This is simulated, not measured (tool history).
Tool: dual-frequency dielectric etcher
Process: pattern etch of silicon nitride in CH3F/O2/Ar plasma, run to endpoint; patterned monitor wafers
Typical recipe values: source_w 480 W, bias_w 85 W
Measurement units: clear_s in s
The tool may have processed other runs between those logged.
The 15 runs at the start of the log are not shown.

| run | hour | source_w | bias_w | incoming incoming film thickness, nm | clear_s |
|---|---|---|---|---|---|
| 16 | 1222.8 | 480 | 102 | 30.07 | 39.6 |
| 17 | 1280.1 | 480 | 102 | 30.10 | 39.4 |
|  | 1311.7 | wet clean of the chamber, repeated, since the last time left the tool worse |
| 18 | 1516.2 | 480 | 85 | 30.15 | 39.7 |
| 19 | 1573.8 | 590 | 66 | 30.33 | 40.4 |
| 20 | 1610.6 | 480 | 85 | 30.22 | 40.4 |
| 21 | 1648.5 | 410 | 94 | 30.13 | 40.3 |
| 22 | 1746.0 | 480 | 98 | 29.91 | 38.3 |
|  | 1776.2 | upper electrode replaced |
| 23 | 1800.8 | 590 | 85 | 30.03 | 37.4 |
|  | 1840.9 | wet clean of the chamber |
| 24 | 1865.1 | 480 | 98 | 30.08 | 37.0 |
| 25 | 1965.9 | 590 | 66 | 30.26 | 40.2 |
| 26 | 2029.1 | 480 | 85 | 30.19 | 40.0 |
|  | 2090.8 | bias power generator calibrated |
| 27 | 2091.3 | 480 | 100 | 29.97 | 37.8 |
| 28 | 2196.0 | 510 | 85 | 30.13 | 39.4 |
| 29 | 2297.7 | 480 | 85 | 30.40 | 40.8 |
|  | 2403.3 | wet clean of the chamber |
| 30 | 2403.8 | 550 | 85 | 30.33 | 37.7 |
| 31 | 2421.7 | 400 | 95 | 30.30 | 39.7 |
| 32 | 2465.8 | 420 | 98 | 30.04 | 39.1 |
| 33 | 2566.5 | 430 | 80 | 30.14 | 41.4 |
| 34 | 2659.5 | 480 | 85 | 30.50 | 40.3 |

Here are 4 independent what-if runs from the current tool condition. What would each one return?
| A | 2659.9 | 480 | 85 | 30.26 | ? |
| B | 2659.9 | 400 | 105 | 30.26 | ? |
| C | 2659.9 | 480 | 94 | 30.26 | ? |
| D | 2659.9 | 370 | 85 | 30.26 | ? |

| run | clear_s |
|---|---|
| A | 40.1 |
| B | 39.6 |
| C | 38.8 |
| D | 43.6 |
Had the tool no hidden state, the same runs would have come out as:
| run | clear_s |
|---|---|
| A | 39.8 |
| B | 39.3 |
| C | 38.5 |
| D | 43.2 |
